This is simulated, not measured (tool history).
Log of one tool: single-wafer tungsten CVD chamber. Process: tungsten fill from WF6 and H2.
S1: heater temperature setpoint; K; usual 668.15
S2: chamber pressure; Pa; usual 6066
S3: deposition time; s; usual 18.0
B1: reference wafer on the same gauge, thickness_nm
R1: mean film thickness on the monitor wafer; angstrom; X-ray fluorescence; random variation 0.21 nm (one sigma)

run 1 hour=0.0 | S1=668.15 S2=6066 S3=18.0 | B1=58.233 | R1=584.33
run 2 hour=12.5 | S1=668.15 S2=6066 S3=18.0 | B1=58.099 | R1=582.08
run 3 hour=29.2 | S1=668.15 S2=6066 S3=18.0 | B1=58.085 | R1=584.99
run 4 hour=44.2 | S1=668.15 S2=6066 S3=18.0 | B1=58.091 | R1=580.38
run 5 hour=55.2 | S1=668.15 S2=6066 S3=18.0 | B1=58.070 | R1=588.25
-- hour=65.7 showerhead replaced
-- hour=66.8 gauge calibrated
-- hour=75.4 capacitance manometer re-zeroed and calibrated
-- hour=75.6 thermocouple changed; heater temperature recalibrated
run 6 hour=76.1 | S1=668.15 S2=6066 S3=18.0 | B1=58.167 | R1=586.50
run 7 hour=78.7 | S1=658.15 S2=6813 S3=18.0 | B1=58.178 | R1=486.28
run 8 hour=85.5 | S1=658.15 S2=6813 S3=18.0 | B1=58.116 | R1=486.16
run 9 hour=96.6 | S1=658.15 S2=6813 S3=18.0 | B1=58.051 | R1=486.84
run 10 hour=105.4 | S1=668.15 S2=6066 S3=18.0 | B1=58.014 | R1=583.16
run 11 hour=120.4 | S1=668.15 S2=6066 S3=18.0 | B1=58.032 | R1=588.94
run 12 hour=138.1 | S1=661.15 S2=5133 S3=18.0 | B1=58.020 | R1=476.70
run 13 hour=149.7 | S1=668.15 S2=6066 S3=18.0 | B1=58.138 | R1=584.05
run 14 hour=196.5 | S1=668.15 S2=6066 S3=16.5 | B1=58.053 | R1=535.03
run 15 hour=209.5 | S1=668.15 S2=4613 S3=18.0 | B1=58.126 | R1=537.16
run 16 hour=217.2 | S1=662.15 S2=5266 S3=16.1 | B1=57.992 | R1=438.54
run 17 hour=224.5 | S1=668.15 S2=6066 S3=15.2 | B1=58.241 | R1=495.74
run 18 hour=240.9 | S1=668.15 S2=6066 S3=18.0 | B1=58.155 | R1=585.80
run 19 hour=255.9 | S1=673.15 S2=7173 S3=20.8 | B1=58.100 | R1=792.98
run 20 hour=263.3 | S1=668.15 S2=6066 S3=15.1 | B1=58.158 | R1=490.96
run 21 hour=275.8 | S1=683.15 S2=7253 S3=19.5 | B1=58.100 | R1=906.86
run 22 hour=287.1 | S1=664.15 S2=6066 S3=19.4 | B1=58.112 | R1=578.24
run 23 hour=301.9 | S1=677.15 S2=7093 S3=17.1 | B1=58.123 | R1=701.78
run 24 hour=312.6 | S1=682.15 S2=6773 S3=21.4 | B1=58.122 | R1=958.27
run 25 hour=327.8 | S1=660.15 S2=4560 S3=21.3 | B1=58.053 | R1=532.53
run 26 hour=335.2 | S1=668.15 S2=6839 S3=18.0 | B1=58.071 | R1=607.65
run 27 hour=347.9 | S1=668.15 S2=6066 S3=18.0 | B1=58.014 | R1=582.24
run 28 hour=356.3 | S1=663.15 S2=5373 S3=15.1 | B1=58.135 | R1=424.36
run 29 hour=363.9 | S1=668.15 S2=7253 S3=16.7 | B1=58.031 | R1=574.53
run 30 hour=380.5 | S1=675.15 S2=6066 S3=20.9 | B1=58.195 | R1=790.97
run 31 hour=392.6 | S1=668.15 S2=6066 S3=19.1 | B1=58.139 | R1=618.95
run 32 hour=405.3 | S1=668.15 S2=6066 S3=18.0 | B1=58.233 | R1=582.08
run 33 hour=415.5 | S1=668.15 S2=4906 S3=15.0 | B1=58.161 | R1=458.39

Forecast each of these 5 alternatives for the next run:
run A hour=415.9 | S1=668.15 S2=6066 S3=18.0 | B1=? | R1=?
run B hour=415.9 | S1=661.15 S2=4973 S3=19.9 | B1=? | R1=?
run C hour=415.9 | S1=656.15 S2=5560 S3=15.4 | B1=? | R1=?
run D hour=415.9 | S1=674.15 S2=6066 S3=14.6 | B1=? | R1=?
run E hour=415.9 | S1=668.15 S2=6946 S3=18.0 | B1=? | R1=?

run=A B1=58.162 R1=584.66
run=B B1=58.162 R1=522.67
run=C B1=58.162 R1=372.86
run=D B1=58.162 R1=537.48
run=E B1=58.162 R1=610.08
Without the tool's hidden state the same runs would have given:
run=A R1=584.66
run=B R1=522.67
run=C R1=372.86
run=D R1=537.48
run=E R1=610.08
